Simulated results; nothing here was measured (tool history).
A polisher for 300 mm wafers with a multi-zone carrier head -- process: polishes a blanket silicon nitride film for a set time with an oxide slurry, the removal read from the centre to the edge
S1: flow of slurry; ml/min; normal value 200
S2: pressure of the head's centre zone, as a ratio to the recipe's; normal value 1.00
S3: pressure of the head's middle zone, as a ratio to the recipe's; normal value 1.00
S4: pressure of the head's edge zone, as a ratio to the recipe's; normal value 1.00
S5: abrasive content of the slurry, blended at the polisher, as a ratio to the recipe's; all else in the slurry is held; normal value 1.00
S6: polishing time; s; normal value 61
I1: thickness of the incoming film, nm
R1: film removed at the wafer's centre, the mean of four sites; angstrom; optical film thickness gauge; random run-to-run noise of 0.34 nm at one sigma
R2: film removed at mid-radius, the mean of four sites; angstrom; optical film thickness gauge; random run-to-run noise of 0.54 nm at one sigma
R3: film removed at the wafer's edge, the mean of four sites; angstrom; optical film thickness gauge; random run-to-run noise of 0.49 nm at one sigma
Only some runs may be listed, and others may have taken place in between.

run 1 hour=0.0 | S1=200 S2=1.00 S3=1.00 S4=1.08 S5=1.00 S6=61 | I1=280.0 | R1=463 R2=471 R3=485
run 2 hour=59.0 | S1=200 S2=1.00 S3=1.00 S4=1.00 S5=1.00 S6=61 | I1=281.3 | R1=464 R2=457 R3=478
run 3 hour=126.0 | S1=200 S2=1.03 S3=0.88 S4=0.88 S5=1.00 S6=53 | I1=282.3 | R1=413 R2=362 R3=376
-- hour=138.7 worn pad replaced by a new one
-- hour=151.7 carrier head's membrane replaced by a new one
run 4 hour=191.9 | S1=245 S2=0.96 S3=1.00 S4=1.00 S5=0.75 S6=78 | I1=278.6 | R1=529 R2=547 R3=552
run 5 hour=227.5 | S1=200 S2=1.00 S3=1.08 S4=1.10 S5=1.00 S6=61 | I1=283.3 | R1=456 R2=495 R3=501
run 6 hour=281.8 | S1=200 S2=1.00 S3=1.00 S4=1.00 S5=1.00 S6=61 | I1=276.5 | R1=452 R2=460 R3=472
run 7 hour=330.0 | S1=200 S2=1.10 S3=1.08 S4=0.96 S5=1.15 S6=61 | I1=283.5 | R1=530 R2=508 R3=477
-- hour=342.4 slurry nozzle cleaned
-- hour=348.8 centre zone pressure recalibrated
run 8 hour=438.1 | S1=200 S2=1.09 S3=0.91 S4=1.00 S5=1.00 S6=61 | I1=280.1 | R1=508 R2=431 R3=467
run 9 hour=487.8 | S1=200 S2=0.93 S3=0.92 S4=1.09 S5=1.00 S6=61 | I1=277.0 | R1=426 R2=442 R3=483
run 10 hour=535.2 | S1=220 S2=1.10 S3=1.00 S4=1.00 S5=1.00 S6=61 | I1=279.4 | R1=510 R2=478 R3=480
-- hour=571.4 worn pad replaced by a new one
run 11 hour=574.6 | S1=200 S2=1.07 S3=1.00 S4=0.93 S5=0.85 S6=49 | I1=279.5 | R1=382 R2=357 R3=346
run 12 hour=618.4 | S1=200 S2=1.00 S3=0.92 S4=1.06 S5=1.20 S6=41 | I1=285.9 | R1=337 R2=317 R3=358
run 13 hour=682.0 | S1=200 S2=1.00 S3=1.00 S4=1.00 S5=1.00 S6=61 | I1=279.9 | R1=464 R2=475 R3=474
-- hour=700.5 edge zone pressure recalibrated
run 14 hour=747.6 | S1=200 S2=1.00 S3=1.00 S4=1.00 S5=1.00 S6=61 | I1=281.5 | R1=460 R2=464 R3=475
run 15 hour=795.4 | S1=200 S2=1.00 S3=0.91 S4=1.00 S5=1.00 S6=61 | I1=280.3 | R1=453 R2=428 R3=465
run 16 hour=839.7 | S1=200 S2=1.00 S3=1.11 S4=1.00 S5=1.00 S6=61 | I1=284.4 | R1=453 R2=512 R3=454
run 17 hour=864.0 | S1=200 S2=1.00 S3=0.96 S4=1.07 S5=1.00 S6=61 | I1=279.8 | R1=452 R2=443 R3=475
-- hour=895.9 slurry nozzle cleaned
-- hour=902.1 centre zone pressure recalibrated
run 18 hour=922.7 | S1=200 S2=1.00 S3=0.92 S4=0.90 S5=1.00 S6=61 | I1=283.0 | R1=466 R2=438 R3=449
run 19 hour=975.2 | S1=200 S2=1.03 S3=0.88 S4=0.88 S5=1.00 S6=53 | I1=277.9 | R1=415 R2=365 R3=390
run 20 hour=1033.5 | S1=155 S2=0.95 S3=1.08 S4=1.00 S5=1.15 S6=61 | I1=278.0 | R1=437 R2=496 R3=479
-- hour=1081.7 worn pad replaced by a new one
run 21 hour=1094.2 | S1=200 S2=1.00 S3=1.08 S4=1.00 S5=1.15 S6=81 | I1=279.3 | R1=669 R2=725 R3=674
run 22 hour=1127.5 | S1=260 S2=1.00 S3=1.00 S4=0.95 S5=0.90 S6=61 | I1=281.8 | R1=469 R2=481 R3=461

Predict each of these 3 candidate next runs independently; none follows another, all start after run 22:
run A hour=1127.9 | S1=200 S2=1.00 S3=1.00 S4=1.00 S5=1.00 S6=61 | I1=279.1 | R1=? R2=? R3=?
run B hour=1127.9 | S1=200 S2=1.00 S3=1.00 S4=0.96 S5=1.15 S6=61 | I1=279.1 | R1=? R2=? R3=?
run C hour=1127.9 | S1=230 S2=1.08 S3=0.91 S4=1.00 S5=1.00 S6=81 | I1=279.1 | R1=? R2=? R3=?

run=A R1=472 R2=482 R3=480
run=B R1=498 R2=508 R3=498
run=C R1=693 R2=604 R3=649
Take away the tool's hidden state, keep each run's random variation, and the runs would have read:
run=A R1=480 R2=490 R3=488
run=B R1=506 R2=517 R3=505
run=C R1=704 R2=613 R3=658
